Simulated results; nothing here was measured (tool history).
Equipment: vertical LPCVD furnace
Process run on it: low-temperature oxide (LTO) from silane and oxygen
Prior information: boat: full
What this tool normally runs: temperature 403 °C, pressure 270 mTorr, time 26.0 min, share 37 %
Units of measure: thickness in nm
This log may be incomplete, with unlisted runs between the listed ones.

run,hour,temperature,pressure,time,share,wafers since the last listed run,hours since the last temperature calibration,hours since the pressure gauge was zeroed,hours since the silane flow controller was replaced,hours since the gauge calibration,"read-back reference wafer on the same gauge, thickness",thickness
1,0.0,403,270,26.0,37,0,2766.7,4949.4,2412.2,85.4,314.72,269.48
2,16.5,403,270,26.0,37,473,2783.2,4965.9,2428.7,101.9,314.71,269.35
3,26.8,403,270,26.0,37,295,2793.5,4976.2,2439.0,112.2,314.38,269.10
4,34.4,403,270,26.0,37,217,2801.1,4983.8,2446.6,119.8,314.43,268.88
5,48.5,403,270,26.0,37,404,2815.2,4997.9,2460.7,133.9,314.04,268.85
6,65.1,403,270,21.0,37,475,2831.8,5014.5,2477.3,150.5,313.91,217.29
7,80.3,403,270,21.0,37,435,2847.0,5029.7,2492.5,165.7,313.63,217.55
# hour 117.9: thermocouples replaced and temperature profile calibrated
# hour 121.3: gauge calibrated
# hour 140.4: pressure gauge zeroed
# hour 162.3: silane flow controller replaced
8,162.8,403,225,26.0,37,402,44.9,22.4,0.5,41.5,315.44,224.52
9,166.1,403,225,26.0,37,94,48.2,25.7,3.8,44.8,315.31,225.22
10,169.3,403,270,26.0,37,91,51.4,28.9,7.0,48.0,315.51,270.38
11,172.5,396,325,35.5,37,91,54.6,32.1,10.2,51.2,315.07,409.77
12,175.8,407,270,26.0,30,94,57.9,35.4,13.5,54.5,315.21,212.47
13,179.0,413,295,34.5,43,91,61.1,38.6,16.7,57.7,315.33,517.85
14,182.2,403,270,26.0,37,91,64.3,41.8,19.9,60.9,315.20,270.41
15,185.5,399,240,26.0,37,94,67.6,45.1,23.2,64.2,315.35,229.64
16,188.7,414,270,26.0,37,91,70.8,48.3,26.4,67.4,315.19,304.68
17,203.0,399,270,26.0,37,409,85.1,62.6,40.7,81.7,315.09,257.93
18,211.7,409,270,26.0,37,249,93.8,71.3,49.4,90.4,314.65,287.92

4 ways to go on from here, each from the tool as it stands after run 18. What would each give?
A,215.0,403,270,26.0,37,94,97.1,74.6,52.7,93.7,?,?
B,215.0,409,270,16.0,37,94,97.1,74.6,52.7,93.7,?,?
C,215.0,410,270,36.0,34,94,97.1,74.6,52.7,93.7,?,?
D,215.0,403,270,26.0,43,94,97.1,74.6,52.7,93.7,?,?

run,"read-back reference wafer on the same gauge, thickness",thickness
A,314.98,269.74
B,314.98,177.35
C,314.98,361.67
D,314.98,322.14
Stripped of hidden state, with their random variation kept, the same runs would have yielded:
run,thickness
A,270.75
B,178.01
C,363.02
D,323.35

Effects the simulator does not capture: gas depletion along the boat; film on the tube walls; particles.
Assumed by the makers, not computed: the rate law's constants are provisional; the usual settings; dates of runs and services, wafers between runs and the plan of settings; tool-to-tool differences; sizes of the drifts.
